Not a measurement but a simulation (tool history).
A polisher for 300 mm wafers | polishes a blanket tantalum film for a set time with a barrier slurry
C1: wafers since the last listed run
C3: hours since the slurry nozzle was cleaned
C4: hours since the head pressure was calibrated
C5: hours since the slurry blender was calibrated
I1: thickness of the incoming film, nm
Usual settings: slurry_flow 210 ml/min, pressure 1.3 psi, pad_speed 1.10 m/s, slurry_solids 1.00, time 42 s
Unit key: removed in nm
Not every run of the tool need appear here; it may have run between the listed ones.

run 1 day=0.000 | slurry_flow=210 pressure=1.3 pad_speed=1.20 slurry_solids=0.90 time=42 | C1=0 wafers_polished_on_this_pad=86 C3=220.7 C4=1123.7 C5=98.0 | I1=362.2 | removed=47.3
run 2 day=0.458 | slurry_flow=210 pressure=1.3 pad_speed=1.10 slurry_solids=1.00 time=42 | C1=105 wafers_polished_on_this_pad=191 C3=231.7 C4=1134.7 C5=109.0 | I1=369.8 | removed=45.1
-- day=0.512 slurry nozzle cleaned
run 3 day=0.950 | slurry_flow=210 pressure=1.3 pad_speed=1.10 slurry_solids=1.00 time=42 | C1=103 wafers_polished_on_this_pad=295 C3=10.5 C4=1146.5 C5=120.8 | I1=366.8 | removed=44.9
run 4 day=1.396 | slurry_flow=210 pressure=1.3 pad_speed=1.10 slurry_solids=0.90 time=42 | C1=102 wafers_polished_on_this_pad=397 C3=21.2 C4=1157.2 C5=131.5 | I1=369.2 | removed=43.9
run 5 day=1.954 | slurry_flow=210 pressure=1.3 pad_speed=1.10 slurry_solids=0.90 time=42 | C1=128 wafers_polished_on_this_pad=526 C3=34.6 C4=1170.6 C5=144.9 | I1=365.1 | removed=43.6
run 6 day=2.646 | slurry_flow=240 pressure=1.3 pad_speed=1.10 slurry_solids=1.00 time=42 | C1=158 wafers_polished_on_this_pad=685 C3=51.2 C4=1187.2 C5=161.5 | I1=367.4 | removed=45.2
-- day=3.079 worn pad replaced by a new one
run 7 day=3.238 | slurry_flow=240 pressure=1.3 pad_speed=1.10 slurry_solids=1.00 time=42 | C1=97 wafers_polished_on_this_pad=36 C3=65.4 C4=1201.4 C5=175.7 | I1=371.3 | removed=45.5
run 8 day=3.708 | slurry_flow=235 pressure=1.3 pad_speed=1.10 slurry_solids=1.00 time=42 | C1=108 wafers_polished_on_this_pad=144 C3=76.7 C4=1212.7 C5=187.0 | I1=365.0 | removed=45.3
run 9 day=4.025 | slurry_flow=235 pressure=1.3 pad_speed=1.10 slurry_solids=1.00 time=42 | C1=72 wafers_polished_on_this_pad=217 C3=84.3 C4=1220.3 C5=194.6 | I1=367.0 | removed=45.5
run 10 day=4.583 | slurry_flow=235 pressure=1.3 pad_speed=1.10 slurry_solids=1.00 time=42 | C1=128 wafers_polished_on_this_pad=345 C3=97.7 C4=1233.7 C5=208.0 | I1=364.5 | removed=44.5
run 11 day=5.075 | slurry_flow=210 pressure=1.3 pad_speed=1.10 slurry_solids=1.00 time=42 | C1=113 wafers_polished_on_this_pad=458 C3=109.5 C4=1245.5 C5=219.8 | I1=377.2 | removed=45.0
run 12 day=5.729 | slurry_flow=210 pressure=1.3 pad_speed=1.10 slurry_solids=1.00 time=42 | C1=150 wafers_polished_on_this_pad=609 C3=125.2 C4=1261.2 C5=235.5 | I1=367.5 | removed=44.4
run 13 day=6.071 | slurry_flow=210 pressure=1.3 pad_speed=1.10 slurry_solids=1.00 time=42 | C1=78 wafers_polished_on_this_pad=687 C3=133.4 C4=1269.4 C5=243.7 | I1=372.4 | removed=44.4
-- day=6.825 worn pad replaced by a new one
run 14 day=6.846 | slurry_flow=210 pressure=1.3 pad_speed=1.10 slurry_solids=1.00 time=42 | C1=139 wafers_polished_on_this_pad=5 C3=152.0 C4=1288.0 C5=262.3 | I1=371.4 | removed=43.5
run 15 day=7.304 | slurry_flow=210 pressure=1.3 pad_speed=1.10 slurry_solids=1.00 time=42 | C1=105 wafers_polished_on_this_pad=110 C3=163.0 C4=1299.0 C5=273.3 | I1=368.4 | removed=44.5
run 16 day=7.554 | slurry_flow=210 pressure=1.3 pad_speed=1.10 slurry_solids=1.10 time=54 | C1=57 wafers_polished_on_this_pad=168 C3=169.0 C4=1305.0 C5=279.3 | I1=363.9 | removed=56.8
run 17 day=8.300 | slurry_flow=210 pressure=1.5 pad_speed=0.94 slurry_solids=0.80 time=34 | C1=171 wafers_polished_on_this_pad=339 C3=186.9 C4=1322.9 C5=297.2 | I1=374.3 | removed=33.2
run 18 day=9.025 | slurry_flow=250 pressure=1.3 pad_speed=0.92 slurry_solids=1.25 time=48 | C1=166 wafers_polished_on_this_pad=506 C3=204.3 C4=1340.3 C5=314.6 | I1=364.4 | removed=46.9
-- day=9.379 slurry nozzle cleaned
-- day=9.408 head pressure recalibrated
-- day=10.462 worn pad replaced by a new one
run 19 day=10.812 | slurry_flow=230 pressure=1.3 pad_speed=1.10 slurry_solids=1.00 time=32 | C1=356 wafers_polished_on_this_pad=80 C3=34.4 C4=33.7 C5=357.5 | I1=368.3 | removed=36.0
run 20 day=11.446 | slurry_flow=230 pressure=1.3 pad_speed=1.10 slurry_solids=0.90 time=30 | C1=145 wafers_polished_on_this_pad=225 C3=49.6 C4=48.9 C5=372.7 | I1=364.4 | removed=32.7
-- day=11.979 slurry blender recalibrated
run 21 day=12.000 | slurry_flow=255 pressure=1.6 pad_speed=1.10 slurry_solids=1.00 time=31 | C1=108 wafers_polished_on_this_pad=334 C3=62.9 C4=62.2 C5=0.5 | I1=376.5 | removed=44.2
run 22 day=12.554 | slurry_flow=210 pressure=1.3 pad_speed=1.10 slurry_solids=1.00 time=35 | C1=127 wafers_polished_on_this_pad=461 C3=76.2 C4=75.5 C5=13.8 | I1=373.8 | removed=40.3
run 23 day=13.038 | slurry_flow=175 pressure=1.1 pad_speed=0.86 slurry_solids=1.00 time=37 | C1=111 wafers_polished_on_this_pad=572 C3=87.8 C4=87.1 C5=25.4 | I1=370.0 | removed=31.0
-- day=14.183 worn pad replaced by a new one
run 24 day=14.200 | slurry_flow=245 pressure=1.7 pad_speed=0.74 slurry_solids=1.30 time=42 | C1=228 wafers_polished_on_this_pad=3 C3=115.7 C4=115.0 C5=53.3 | I1=376.2 | removed=49.6

Estimate the outcome of run 25 from the log above:
run 25 day=14.888 | slurry_flow=210 pressure=1.7 pad_speed=1.10 slurry_solids=1.00 time=34 | C1=158 wafers_polished_on_this_pad=161 C3=132.2 C4=131.5 C5=69.8 | I1=375.6 | removed=?

removed: 48.2 nm
If the tool had no hidden condition, the same run with the same run-to-run variation would have returned removed 49.6 nm.
